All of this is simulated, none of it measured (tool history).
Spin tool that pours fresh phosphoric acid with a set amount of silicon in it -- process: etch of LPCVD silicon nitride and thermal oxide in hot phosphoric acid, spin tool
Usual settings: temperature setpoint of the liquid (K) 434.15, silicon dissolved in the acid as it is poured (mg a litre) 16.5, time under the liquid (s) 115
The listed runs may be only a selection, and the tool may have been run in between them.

run     day  temperature setpoint of the liquid (K)  silicon dissolved in the acid as it is poured (mg a litre)  time under the liquid (s)  read-back film thickness of the LPCVD silicon nitride reference wafer, read on the same gauge (nm)  thickness taken off the LPCVD silicon nitride on a monitor wafer (angstrom)
  1       0                                  434.15                                                        16.5                        155                                                                                               60.01                                                                        139.4
  2   4.025                                  434.15                                                        16.5                        155                                                                                               60.01                                                                        139.6
  3   8.217                                  434.15                                                        16.5                        115                                                                                               60.01                                                                        103.8
  4  11.571                                  434.15                                                        16.5                        115                                                                                               60.06                                                                        104.1
     13.954  -- dissolved silicon flow meter replaced
  5  14.217                                  434.15                                                        16.5                        115                                                                                               60.05                                                                        103.4
  6  16.554                                  433.15                                                        26.5                        135                                                                                               60.04                                                                        117.6
  7   18.25                                  434.15                                                          12                        115                                                                                               59.94                                                                          103
  8  20.367                                  434.15                                                        24.5                        115                                                                                               59.98                                                                        103.6
     20.846  -- heated supply line repaired
  9  23.492                                  434.15                                                        16.5                        115                                                                                               59.95                                                                        108.7
 10  27.571                                  435.15                                                           5                        180                                                                                               60.02                                                                          174
 11  31.796                                  434.15                                                        16.5                        115                                                                                               59.96                                                                        108.3
 12  34.625                                  431.65                                                           4                        115                                                                                               59.97                                                                         99.7
     37.817  -- gauge calibrated
 13  38.242                                  432.65                                                           4                        140                                                                                               60.03                                                                        124.9
 14  42.029                                  432.65                                                         9.5                        115                                                                                                  60                                                                        102.2
 15  43.842                                  434.15                                                          22                        180                                                                                               59.98                                                                        169.4
 16  47.208                                  434.15                                                        16.5                        155                                                                                               60.01                                                                        144.4
 17  50.725                                  434.15                                                        16.5                        115                                                                                               60.06                                                                          107
 18  52.312                                  436.65                                                        28.5                        150                                                                                               60.04                                                                        151.6
 19  55.154                                  431.65                                                           4                        115                                                                                                  60                                                                         98.1
 20  58.158                                  433.15                                                        21.5                        140                                                                                               60.01                                                                        125.5
 21  62.488                                  434.15                                                        16.5                        115                                                                                               60.01                                                                        106.8
 22  64.642                                  434.15                                                        16.5                        150                                                                                               59.98                                                                        140.9
 23  66.162                                  434.15                                                        16.5                        155                                                                                               60.03                                                                        145.3

3 ways to go on from here, each from the tool as it stands after run 23. What would each give?
  A  66.179                                  434.15                                                          25                        115                                                                                                   ?                                                                            ?
  B  66.179                                  431.15                                                        16.5                        180                                                                                                   ?                                                                            ?
  C  66.179                                  432.65                                                         5.5                        175                                                                                                   ?                                                                            ?

run  read-back film thickness of the LPCVD silicon nitride reference wafer, read on the same gauge (nm)  thickness taken off the LPCVD silicon nitride on a monitor wafer (angstrom)
  A                                                                                               59.98                                                                        106.7
  B                                                                                               59.98                                                                        150.9
  C                                                                                               59.98                                                                        154.4
What these runs would have given with no unlogged condition in the tool:
run  thickness taken off the LPCVD silicon nitride on a monitor wafer (angstrom)
  A                                                                        107.3
  B                                                                        151.9
  C                                                                        155.3

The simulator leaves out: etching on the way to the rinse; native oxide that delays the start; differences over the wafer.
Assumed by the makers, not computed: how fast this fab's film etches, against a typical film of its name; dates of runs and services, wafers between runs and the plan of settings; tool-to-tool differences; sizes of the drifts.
